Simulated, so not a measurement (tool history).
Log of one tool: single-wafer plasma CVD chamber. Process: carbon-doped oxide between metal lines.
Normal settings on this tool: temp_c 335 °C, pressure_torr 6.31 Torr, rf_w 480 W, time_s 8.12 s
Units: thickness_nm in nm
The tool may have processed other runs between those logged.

run   hour  temp_c  pressure_torr  rf_w  time_s  wafers since the last listed run  hours since the last thermocouple change  hours since the last RF generator calibration  hours since the last manometer calibration  hours since the showerhead was replaced  hours since the gauge calibration  read-back reference wafer on the same gauge, thickness_nm  thickness_nm
  1    0.0     335           6.31   545    8.12                                 0                                    1072.1                                         2075.5                                       859.7                                   7133.9                              417.9                                                     43.607        44.895
      13.0  -- gauge calibrated
  2   25.3     335           7.38   480    6.93                               872                                    1097.4                                         2100.8                                       885.0                                   7159.2                               12.3                                                     43.613        36.101
  3   52.6     335           7.38   480    6.93                               941                                    1124.7                                         2128.1                                       912.3                                   7186.5                               39.6                                                     43.583        36.052
  4   72.1     335           7.38   480    6.93                               672                                    1144.2                                         2147.6                                       931.8                                   7206.0                               59.1                                                     43.578        35.955
  5  104.1     335           6.31   480    8.12                              1103                                    1176.2                                         2179.6                                       963.8                                   7238.0                               91.1                                                     43.599        41.577
  6  119.9     335           6.31   480    8.12                               544                                    1192.0                                         2195.4                                       979.6                                   7253.8                              106.9                                                     43.565        41.509
  7  143.4     335           6.31   480    8.12                               810                                    1215.5                                         2218.9                                      1003.1                                   7277.3                              130.4                                                     43.608        41.555
  8  158.9     335           6.31   480    8.12                               534                                    1231.0                                         2234.4                                      1018.6                                   7292.8                              145.9                                                     43.580        41.643
  9  179.1     335           6.31   480    8.12                               696                                    1251.2                                         2254.6                                      1038.8                                   7313.0                              166.1                                                     43.602        41.412
 10  196.7     335           6.31   480    8.12                               606                                    1268.8                                         2272.2                                      1056.4                                   7330.6                              183.7                                                     43.613        41.563
     207.0  -- RF generator calibrated
     215.8  -- showerhead replaced
 11  216.3     335           6.31   480    8.12                               124                                    1288.4                                            9.3                                      1076.0                                      0.5                              203.3                                                     43.616        43.419
 12  247.0     335           6.31   480    8.12                              1058                                    1319.1                                           40.0                                      1106.7                                     31.2                              234.0                                                     43.599        43.278
 13  276.4     335           6.31   480    7.66                              1013                                    1348.5                                           69.4                                      1136.1                                     60.6                              263.4                                                     43.605        40.793
 14  309.6     335           6.31   410    8.12                              1144                                    1381.7                                          102.6                                      1169.3                                     93.8                              296.6                                                     43.589        39.412
 15  345.5     335           6.31   480    7.66                              1238                                    1417.6                                          138.5                                      1205.2                                    129.7                              332.5                                                     43.591        41.029
 16  362.4     335           7.38   480    6.93                               582                                    1434.5                                          155.4                                      1222.1                                    146.6                              349.4                                                     43.620        37.658
 17  386.6     335           6.31   480    8.12                               834                                    1458.7                                          179.6                                      1246.3                                    170.8                              373.6                                                     43.618        43.242
     408.6  -- thermocouple changed; heater temperature recalibrated
     409.3  -- gauge calibrated
 18  412.9     335           6.31   480    9.09                               631                                       4.3                                          205.9                                      1272.6                                    197.1                                3.6                                                     43.593        48.267
 19  427.4     329           5.58   480    8.98                               500                                      18.8                                          220.4                                      1287.1                                    211.6                               18.1                                                     43.589        48.166
     461.5  -- capacitance manometer re-zeroed and calibrated
 20  462.0     335           7.77   480    8.12                               917                                      53.4                                          255.0                                         0.5                                    246.2                               52.7                                                     43.613        43.837
 21  486.2     340           6.31   480    9.52                               834                                      77.6                                          279.2                                        24.7                                    270.4                               76.9                                                     43.622        49.844
 22  521.7     335           6.31   480    7.69                              1224                                     113.1                                          314.7                                        60.2                                    305.9                              112.4                                                     43.596        41.020
 23  556.2     335           6.31   480    8.12                              1189                                     147.6                                          349.2                                        94.7                                    340.4                              146.9                                                     43.614        43.405
 24  572.7     335           6.31   480    8.12                               568                                     164.1                                          365.7                                       111.2                                    356.9                              163.4                                                     43.603        43.289
 25  591.3     335           6.31   480    8.12                               641                                     182.7                                          384.3                                       129.8                                    375.5                              182.0                                                     43.598        43.255
 26  621.5     341           7.25   480    8.12                              1041                                     212.9                                          414.5                                       160.0                                    405.7                              212.2                                                     43.615        42.847
 27  650.6     335           6.31   440    8.12                              1003                                     242.0                                          443.6                                       189.1                                    434.8                              241.3                                                     43.619        40.672
 28  683.6     327           6.31   480    7.59                              1137                                     275.0                                          476.6                                       222.1                                    467.8                              274.3                                                     43.615        41.095
 29  699.3     335           5.76   480    8.12                               541                                     290.7                                          492.3                                       237.8                                    483.5                              290.0                                                     43.611        42.627

How would selected steps in thickness_nm from run to run divide? Give the signed amount a tool lacking its hidden state would still show from settings, what came in and random variation, and the signed amount left for the hidden state, including any gauge scatter that is not in both of the compared results.
The hidden state here: wafer temperature above the value expected at the setpoint (K); delivered RF power above the setpoint (%); true pressure above the setpoint (%); gauge reads high (%).
Run 1 -> 2: pressure_torr 6.31 -> 7.38, rf_w 545 -> 480, time_s 8.12 -> 6.93, gauge calibrated. thickness_nm -8.794 nm: hidden state +0.282, all else -9.076.
Run 4 -> 5: pressure_torr 7.38 -> 6.31, time_s 6.93 -> 8.12. thickness_nm +5.622 nm: hidden state -0.306, all else +5.928.
Run 10 -> 11: RF generator calibrated, showerhead replaced. thickness_nm +1.856 nm: hidden state +1.933, all else -0.077.
Run 21 -> 22: temp_c 340 -> 335, time_s 9.52 -> 7.69. thickness_nm -8.824 nm: hidden state +0.061, all else -8.885.
